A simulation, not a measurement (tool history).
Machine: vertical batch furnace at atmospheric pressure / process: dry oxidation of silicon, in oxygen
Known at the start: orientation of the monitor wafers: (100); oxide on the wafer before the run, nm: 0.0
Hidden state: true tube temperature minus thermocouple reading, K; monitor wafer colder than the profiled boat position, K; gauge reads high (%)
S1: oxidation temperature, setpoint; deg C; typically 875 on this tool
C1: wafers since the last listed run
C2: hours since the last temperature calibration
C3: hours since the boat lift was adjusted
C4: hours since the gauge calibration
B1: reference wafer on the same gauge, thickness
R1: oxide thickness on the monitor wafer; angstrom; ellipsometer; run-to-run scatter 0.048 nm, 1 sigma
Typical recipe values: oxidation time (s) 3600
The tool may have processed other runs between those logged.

{"run": 1, "hour": 0.0, "S1": 855, "oxidation time (s)": 3600, "C1": 0, "C2": 2250.6, "C3": 4819.4, "C4": 462.7, "B1": 13.71, "R1": 118.9}
{"run": 2, "hour": 22.8, "S1": 855, "oxidation time (s)": 3600, "C1": 171, "C2": 2273.4, "C3": 4842.2, "C4": 485.5, "B1": 13.72, "R1": 117.9}
{"run": 3, "hour": 89.9, "S1": 855, "oxidation time (s)": 3600, "C1": 503, "C2": 2340.5, "C3": 4909.3, "C4": 552.6, "B1": 13.7, "R1": 119.1}
{"run": 4, "hour": 120.4, "S1": 855, "oxidation time (s)": 2310, "C1": 228, "C2": 2371.0, "C3": 4939.8, "C4": 583.1, "B1": 13.7, "R1": 86.7}
{"run": 5, "hour": 148.1, "S1": 875, "oxidation time (s)": 4530, "C1": 207, "C2": 2398.7, "C3": 4967.5, "C4": 610.8, "B1": 13.71, "R1": 174.7}
{"run": 6, "hour": 165.4, "S1": 870, "oxidation time (s)": 3600, "C1": 129, "C2": 2416.0, "C3": 4984.8, "C4": 628.1, "B1": 13.69, "R1": 141.4}
{"run": 7, "hour": 186.9, "S1": 870, "oxidation time (s)": 3600, "C1": 161, "C2": 2437.5, "C3": 5006.3, "C4": 649.6, "B1": 13.7, "R1": 141.6}
{"run": 8, "hour": 218.1, "S1": 862, "oxidation time (s)": 3600, "C1": 234, "C2": 2468.7, "C3": 5037.5, "C4": 680.8, "B1": 13.7, "R1": 129.6}
{"run": 9, "hour": 253.5, "S1": 862, "oxidation time (s)": 3600, "C1": 265, "C2": 2504.1, "C3": 5072.9, "C4": 716.2, "B1": 13.71, "R1": 129.0}
{"run": 10, "hour": 289.3, "S1": 862, "oxidation time (s)": 3600, "C1": 268, "C2": 2539.9, "C3": 5108.7, "C4": 752.0, "B1": 13.69, "R1": 130.2}
{"run": 11, "hour": 316.9, "S1": 875, "oxidation time (s)": 3600, "C1": 207, "C2": 2567.5, "C3": 5136.3, "C4": 779.6, "B1": 13.7, "R1": 149.7}
{"hour": 326.5, "done": "gauge calibrated"}
{"run": 12, "hour": 352.0, "S1": 875, "oxidation time (s)": 3600, "C1": 263, "C2": 2602.6, "C3": 5171.4, "C4": 25.5, "B1": 13.7, "R1": 150.5}
{"run": 13, "hour": 375.1, "S1": 875, "oxidation time (s)": 4590, "C1": 173, "C2": 2625.7, "C3": 5194.5, "C4": 48.6, "B1": 13.73, "R1": 176.7}
{"run": 14, "hour": 405.1, "S1": 875, "oxidation time (s)": 4590, "C1": 225, "C2": 2655.7, "C3": 5224.5, "C4": 78.6, "B1": 13.7, "R1": 176.7}
{"run": 15, "hour": 435.6, "S1": 875, "oxidation time (s)": 3600, "C1": 228, "C2": 2686.2, "C3": 5255.0, "C4": 109.1, "B1": 13.7, "R1": 150.1}
{"run": 16, "hour": 461.0, "S1": 875, "oxidation time (s)": 3600, "C1": 190, "C2": 2711.6, "C3": 5280.4, "C4": 134.5, "B1": 13.69, "R1": 149.8}
{"run": 17, "hour": 562.8, "S1": 875, "oxidation time (s)": 3600, "C1": 764, "C2": 2813.4, "C3": 5382.2, "C4": 236.3, "B1": 13.72, "R1": 150.5}
{"run": 18, "hour": 592.6, "S1": 894, "oxidation time (s)": 2640, "C1": 223, "C2": 2843.2, "C3": 5412.0, "C4": 266.1, "B1": 13.71, "R1": 150.2}
{"run": 19, "hour": 611.0, "S1": 875, "oxidation time (s)": 3600, "C1": 138, "C2": 2861.6, "C3": 5430.4, "C4": 284.5, "B1": 13.7, "R1": 150.3}
{"hour": 653.1, "done": "thermocouples replaced and temperature profile calibrated"}
{"run": 20, "hour": 653.6, "S1": 862, "oxidation time (s)": 5400, "C1": 139, "C2": 0.5, "C3": 5473.0, "C4": 327.1, "B1": 13.7, "R1": 162.7}
{"hour": 677.9, "done": "boat lift adjusted"}
{"run": 21, "hour": 678.4, "S1": 853, "oxidation time (s)": 2010, "C1": 6, "C2": 25.3, "C3": 0.5, "C4": 351.9, "B1": 13.71, "R1": 73.2}
{"run": 22, "hour": 688.0, "S1": 895, "oxidation time (s)": 4560, "C1": 72, "C2": 34.9, "C3": 10.1, "C4": 361.5, "B1": 13.69, "R1": 207.3}
{"run": 23, "hour": 720.5, "S1": 899, "oxidation time (s)": 3600, "C1": 243, "C2": 67.4, "C3": 42.6, "C4": 394.0, "B1": 13.7, "R1": 184.2}
{"run": 24, "hour": 749.8, "S1": 884, "oxidation time (s)": 5310, "C1": 219, "C2": 96.7, "C3": 71.9, "C4": 423.3, "B1": 13.71, "R1": 203.8}
{"run": 25, "hour": 769.7, "S1": 875, "oxidation time (s)": 4530, "C1": 149, "C2": 116.6, "C3": 91.8, "C4": 443.2, "B1": 13.7, "R1": 166.7}
{"run": 26, "hour": 788.4, "S1": 866, "oxidation time (s)": 2310, "C1": 140, "C2": 135.3, "C3": 110.5, "C4": 461.9, "B1": 13.7, "R1": 94.4}
{"run": 27, "hour": 810.7, "S1": 893, "oxidation time (s)": 2040, "C1": 167, "C2": 157.6, "C3": 132.8, "C4": 484.2, "B1": 13.7, "R1": 118.2}
{"run": 28, "hour": 827.4, "S1": 881, "oxidation time (s)": 4230, "C1": 125, "C2": 174.3, "C3": 149.5, "C4": 500.9, "B1": 13.7, "R1": 171.0}
{"run": 29, "hour": 861.1, "S1": 860, "oxidation time (s)": 4350, "C1": 252, "C2": 208.0, "C3": 183.2, "C4": 534.6, "B1": 13.69, "R1": 137.2}
{"run": 30, "hour": 884.9, "S1": 854, "oxidation time (s)": 3600, "C1": 178, "C2": 231.8, "C3": 207.0, "C4": 558.4, "B1": 13.7, "R1": 112.5}
{"run": 31, "hour": 904.9, "S1": 875, "oxidation time (s)": 4440, "C1": 150, "C2": 251.8, "C3": 227.0, "C4": 578.4, "B1": 13.69, "R1": 165.0}
{"run": 32, "hour": 975.5, "S1": 860, "oxidation time (s)": 2310, "C1": 529, "C2": 322.4, "C3": 297.6, "C4": 649.0, "B1": 13.7, "R1": 88.3}
{"run": 33, "hour": 990.7, "S1": 875, "oxidation time (s)": 3600, "C1": 114, "C2": 337.6, "C3": 312.8, "C4": 664.2, "B1": 13.7, "R1": 144.5}
{"run": 34, "hour": 1015.8, "S1": 851, "oxidation time (s)": 2400, "C1": 188, "C2": 362.7, "C3": 337.9, "C4": 689.3, "B1": 13.68, "R1": 81.3}

Below are 3 alternative next runs, each starting from the tool's condition after run 34. Predict each:
{"run": "A", "hour": 1021.0, "S1": 865, "oxidation time (s)": 3600, "C1": 39, "C2": 367.9, "C3": 343.1, "C4": 694.5, "B1": "?", "R1": "?"}
{"run": "B", "hour": 1021.0, "S1": 893, "oxidation time (s)": 4980, "C1": 39, "C2": 367.9, "C3": 343.1, "C4": 694.5, "B1": "?", "R1": "?"}
{"run": "C", "hour": 1021.0, "S1": 885, "oxidation time (s)": 2670, "C1": 39, "C2": 367.9, "C3": 343.1, "C4": 694.5, "B1": "?", "R1": "?"}

run=A B1=13.70 R1=128.5
run=B B1=13.70 R1=216.0
run=C B1=13.70 R1=130.8
Had the tool no hidden state, the same runs would have come out as:
run=A R1=126.5
run=B R1=212.9
run=C R1=128.8

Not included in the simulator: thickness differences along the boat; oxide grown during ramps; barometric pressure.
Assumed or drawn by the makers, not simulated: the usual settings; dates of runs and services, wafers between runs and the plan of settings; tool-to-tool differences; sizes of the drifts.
